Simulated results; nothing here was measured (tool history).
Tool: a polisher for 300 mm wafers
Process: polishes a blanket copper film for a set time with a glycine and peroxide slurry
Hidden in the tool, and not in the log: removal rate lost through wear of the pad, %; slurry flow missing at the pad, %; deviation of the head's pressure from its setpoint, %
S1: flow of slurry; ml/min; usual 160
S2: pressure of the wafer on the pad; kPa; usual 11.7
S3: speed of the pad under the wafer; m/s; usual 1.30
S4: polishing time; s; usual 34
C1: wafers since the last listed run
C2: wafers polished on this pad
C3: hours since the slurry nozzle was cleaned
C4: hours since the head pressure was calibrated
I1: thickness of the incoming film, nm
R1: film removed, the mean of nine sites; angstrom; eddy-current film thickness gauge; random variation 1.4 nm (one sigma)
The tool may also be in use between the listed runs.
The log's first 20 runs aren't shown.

run     day   S1    S2    S3  S4    C1    C2     C3     C4      I1    R1
 21  58.200  160  11.7  1.54  34   439  3466  279.2  500.0  2225.1  1820
 22  60.071  160  11.7  1.30  34   540  4007  324.1  544.9  2205.5  1595
 23  63.854  160  15.9  1.62  34  1093  5100  414.9  635.7  2177.5  2432
 24  68.079  160  13.1  1.66  24  1220  6321  516.3  737.1  2205.0  1467
     68.533  -- slurry nozzle cleaned
     68.971  -- worn pad replaced by a new one
 25  71.525  160  11.7  1.02  34   935   738   71.8  819.8  2157.8  1387
 26  74.167  160  13.8  1.10  34   763  1501  135.2  883.2  2193.0  1671
 27  77.083  175  11.7  1.08  34   842  2344  205.2  953.2  2184.7  1459
     78.100  -- head pressure recalibrated
 28  79.279  160  11.7  1.30  34   610  2954  257.9   28.3  2175.4  1626
 29  81.854  210  11.7  1.52  29   744  3698  319.7   90.1  2192.0  1594
 30  83.988  160  15.2  1.30  34   616  4315  370.9  141.3  2168.1  2002
 31  85.625  160  11.7  1.30  34   473  4788  410.2  180.6  2219.5  1628
 32  88.558  160  13.1  1.30  34   847  5636  480.6  251.0  2179.9  1767
     91.354  -- slurry nozzle cleaned
 33  92.671  160   9.7  1.30  23  1176  6812   31.6  349.7  2201.3   966
     94.229  -- worn pad replaced by a new one
 34  95.404  160  11.7  1.30  34   741   339   97.2  415.3  2177.4  1632
 35  97.008  160  11.7  1.30  28   463   803  135.7  453.8  2152.4  1335
 36  99.454  160  13.1  1.66  24   706  1510  194.4  512.5  2193.9  1457

Forecast each of these 5 alternatives for the next run:
  A  99.471  160  11.7  1.30  34   4  1514  194.8  512.9  2161.6   ?
  B  99.471  175  15.9  0.86  34   4  1514  194.8  512.9  2161.6   ?
  C  99.471  160  11.7  1.30  45   4  1514  194.8  512.9  2161.6   ?
  D  99.471  160  11.7  1.30  22   4  1514  194.8  512.9  2161.6   ?
  E  99.471  160  14.5  1.50  34   4  1514  194.8  512.9  2161.6   ?

run    R1
  A  1623
  B  1622
  C  2148
  D  1050
  E  2121
Without the tool's hidden state the same runs would have given:
run    R1
  A  1623
  B  1622
  C  2148
  D  1050
  E  2121

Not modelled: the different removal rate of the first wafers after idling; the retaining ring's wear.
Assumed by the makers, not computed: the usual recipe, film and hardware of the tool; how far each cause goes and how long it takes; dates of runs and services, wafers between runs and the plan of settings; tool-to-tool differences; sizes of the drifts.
